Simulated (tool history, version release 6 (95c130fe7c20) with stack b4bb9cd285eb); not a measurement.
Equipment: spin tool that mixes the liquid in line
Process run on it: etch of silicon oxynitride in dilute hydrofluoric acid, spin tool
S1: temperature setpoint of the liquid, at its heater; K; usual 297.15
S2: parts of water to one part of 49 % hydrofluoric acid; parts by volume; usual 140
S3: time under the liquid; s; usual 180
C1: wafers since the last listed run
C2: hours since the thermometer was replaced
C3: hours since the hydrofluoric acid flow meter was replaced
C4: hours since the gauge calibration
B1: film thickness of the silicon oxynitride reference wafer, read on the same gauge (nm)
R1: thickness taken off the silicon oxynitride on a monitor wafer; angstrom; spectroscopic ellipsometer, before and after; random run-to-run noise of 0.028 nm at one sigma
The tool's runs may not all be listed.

run 1 hour=0 | S1=297.15 S2=140 S3=180 | C1=0 C2=1269.8 C3=261.6 C4=353.8 | B1=89.99 | R1=59.8
run 2 hour=20 | S1=297.15 S2=140 S3=180 | C1=133 C2=1289.8 C3=281.6 C4=373.8 | B1=90 | R1=59.6
run 3 hour=28.9 | S1=293.65 S2=140 S3=265 | C1=59 C2=1298.7 C3=290.5 C4=382.7 | B1=90.02 | R1=74.9
run 4 hour=40.3 | S1=293.65 S2=140 S3=265 | C1=75 C2=1310.1 C3=301.9 C4=394.1 | B1=90 | R1=74.6
run 5 hour=55.6 | S1=293.65 S2=140 S3=265 | C1=101 C2=1325.4 C3=317.2 C4=409.4 | B1=90.02 | R1=74.6
run 6 hour=68.2 | S1=297.15 S2=185 S3=210 | C1=83 C2=1338 C3=329.8 C4=422 | B1=90.02 | R1=50.7
run 7 hour=80.2 | S1=297.15 S2=185 S3=210 | C1=79 C2=1350 C3=341.8 C4=434 | B1=90 | R1=50.8
run 8 hour=93.3 | S1=297.15 S2=140 S3=180 | C1=87 C2=1363.1 C3=354.9 C4=447.1 | B1=90.01 | R1=60.2
run 9 hour=101.7 | S1=297.15 S2=140 S3=180 | C1=55 C2=1371.5 C3=363.3 C4=455.5 | B1=89.99 | R1=59.8
-- hour=109.9 gauge calibrated
run 10 hour=111.8 | S1=297.15 S2=140 S3=180 | C1=67 C2=1381.6 C3=373.4 C4=1.9 | B1=89.98 | R1=59.3
run 11 hour=129.7 | S1=297.15 S2=140 S3=180 | C1=119 C2=1399.5 C3=391.3 C4=19.8 | B1=89.99 | R1=59.8
-- hour=140.8 thermometer replaced
run 12 hour=144.1 | S1=297.15 S2=140 S3=180 | C1=89 C2=3.3 C3=405.7 C4=34.2 | B1=90 | R1=55
run 13 hour=151.2 | S1=297.15 S2=140 S3=180 | C1=47 C2=10.4 C3=412.8 C4=41.3 | B1=90 | R1=55.2
run 14 hour=162.2 | S1=297.15 S2=180 S3=220 | C1=73 C2=21.4 C3=423.8 C4=52.3 | B1=90.01 | R1=50.2
run 15 hour=176.3 | S1=301.15 S2=195 S3=80 | C1=93 C2=35.5 C3=437.9 C4=66.4 | B1=90 | R1=19.8
run 16 hour=187.9 | S1=297.15 S2=140 S3=180 | C1=77 C2=47.1 C3=449.5 C4=78 | B1=89.98 | R1=54.5
run 17 hour=202.1 | S1=297.15 S2=140 S3=125 | C1=94 C2=61.3 C3=463.7 C4=92.2 | B1=89.99 | R1=38
run 18 hour=218.6 | S1=292.15 S2=165 S3=115 | C1=109 C2=77.8 C3=480.2 C4=108.7 | B1=90.03 | R1=23.2
run 19 hour=229.4 | S1=297.15 S2=140 S3=115 | C1=71 C2=88.6 C3=491 C4=119.5 | B1=90 | R1=34.9
run 20 hour=246.5 | S1=293.65 S2=95 S3=270 | C1=113 C2=105.7 C3=508.1 C4=136.6 | B1=90 | R1=105.7
run 21 hour=261 | S1=300.65 S2=115 S3=105 | C1=96 C2=120.2 C3=522.6 C4=151.1 | B1=89.97 | R1=46.4
-- hour=271.8 hydrofluoric acid flow meter replaced
run 22 hour=272.3 | S1=293.65 S2=160 S3=230 | C1=68 C2=131.5 C3=0.5 C4=162.4 | B1=90 | R1=53.1
run 23 hour=278.6 | S1=297.15 S2=140 S3=265 | C1=41 C2=137.8 C3=6.8 C4=168.7 | B1=90.01 | R1=84.1
run 24 hour=294.6 | S1=297.15 S2=140 S3=180 | C1=106 C2=153.8 C3=22.8 C4=184.7 | B1=90 | R1=57.1
run 25 hour=310.2 | S1=295.65 S2=140 S3=180 | C1=103 C2=169.4 C3=38.4 C4=200.3 | B1=89.97 | R1=53.3
run 26 hour=330.3 | S1=300.65 S2=140 S3=125 | C1=133 C2=189.5 C3=58.5 C4=220.4 | B1=89.99 | R1=46.5
run 27 hour=340.7 | S1=297.15 S2=140 S3=100 | C1=69 C2=199.9 C3=68.9 C4=230.8 | B1=90 | R1=31.6
run 28 hour=356.8 | S1=297.15 S2=140 S3=180 | C1=107 C2=216 C3=85 C4=246.9 | B1=89.99 | R1=57.4

Each row is a separate what-if for the run after 28, all from the same tool condition, not one after another. Results?
run A hour=357.3 | S1=297.15 S2=140 S3=110 | C1=3 C2=216.5 C3=85.5 C4=247.4 | B1=? | R1=?
run B hour=357.3 | S1=297.15 S2=90 S3=180 | C1=3 C2=216.5 C3=85.5 C4=247.4 | B1=? | R1=?
run C hour=357.3 | S1=294.65 S2=185 S3=280 | C1=3 C2=216.5 C3=85.5 C4=247.4 | B1=? | R1=?

run=A B1=89.99 R1=34.9
run=B B1=89.99 R1=92.7
run=C B1=89.99 R1=58
With no hidden state in the tool, these same runs would have given:
run=A R1=34.2
run=B R1=90.6
run=C R1=56.7
